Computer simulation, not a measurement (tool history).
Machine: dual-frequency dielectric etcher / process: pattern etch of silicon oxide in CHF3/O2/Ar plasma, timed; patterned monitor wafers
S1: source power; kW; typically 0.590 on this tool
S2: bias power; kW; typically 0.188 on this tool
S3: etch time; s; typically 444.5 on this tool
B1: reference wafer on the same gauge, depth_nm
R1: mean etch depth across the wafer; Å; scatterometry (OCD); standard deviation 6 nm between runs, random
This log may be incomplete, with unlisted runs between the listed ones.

run	hour	S1	S2	S3	B1	R1
1	0.0	0.590	0.188	444.5	850.3	8529
2	46.5	0.590	0.188	444.5	850.6	8541
3	96.3	0.590	0.188	444.5	850.6	8513
4	130.5	0.590	0.188	444.5	852.1	8415
5	179.0	0.590	0.188	444.5	854.1	8543
6	210.1	0.590	0.188	444.5	852.6	8472
7	242.0	0.590	0.188	479.5	851.2	9051
8	270.7	0.590	0.188	479.5	850.6	8991
# hour 340.5: wet clean of the chamber
9	341.0	0.590	0.188	479.5	849.8	9226
10	351.8	0.590	0.188	444.5	849.6	8573
# hour 394.9: source power generator calibrated
11	401.4	0.590	0.188	444.5	851.5	8493
12	429.2	0.590	0.188	444.5	850.2	8612
13	471.1	0.590	0.188	444.5	852.4	8519
14	501.8	0.710	0.188	331.0	849.9	6573
# hour 522.6: bias power generator calibrated
# hour 552.7: gauge calibrated
# hour 586.5: upper electrode replaced
15	587.0	0.670	0.223	364.0	849.9	7585
16	630.6	0.640	0.226	444.5	851.4	9131
17	658.2	0.590	0.150	347.0	851.8	6024
18	710.1	0.640	0.214	444.5	848.4	8893
# hour 737.9: wet clean of the chamber
19	758.9	0.590	0.223	537.0	849.0	10917
20	788.1	0.590	0.188	444.5	851.6	8482
21	893.0	0.590	0.188	444.5	853.0	8380
22	919.1	0.590	0.161	320.0	849.4	5690
23	969.1	0.590	0.188	564.5	853.2	10510
24	1004.3	0.590	0.150	347.0	852.0	6140
25	1046.8	0.590	0.188	444.5	849.7	8296
# hour 1072.9: wet clean of the chamber
26	1111.3	0.480	0.188	444.5	853.9	8039
27	1160.1	0.590	0.220	444.5	852.3	8971
28	1218.1	0.640	0.188	324.0	850.1	6359
29	1270.3	0.720	0.188	444.5	852.5	8963

Here are 5 independent what-if runs from the current tool condition. What would each one return?
A	1270.8	0.590	0.188	444.5	?	?
B	1270.8	0.720	0.168	384.5	?	?
C	1270.8	0.590	0.220	483.0	?	?
D	1270.8	0.660	0.150	378.5	?	?
E	1270.8	0.590	0.188	319.5	?	?

run	B1	R1
A	852.6	8474
B	852.6	7583
C	852.6	9679
D	852.6	7005
E	852.6	6091
Without the tool's hidden state the same runs would have given:
run	R1
A	8642
B	7733
C	9871
D	7144
E	6212
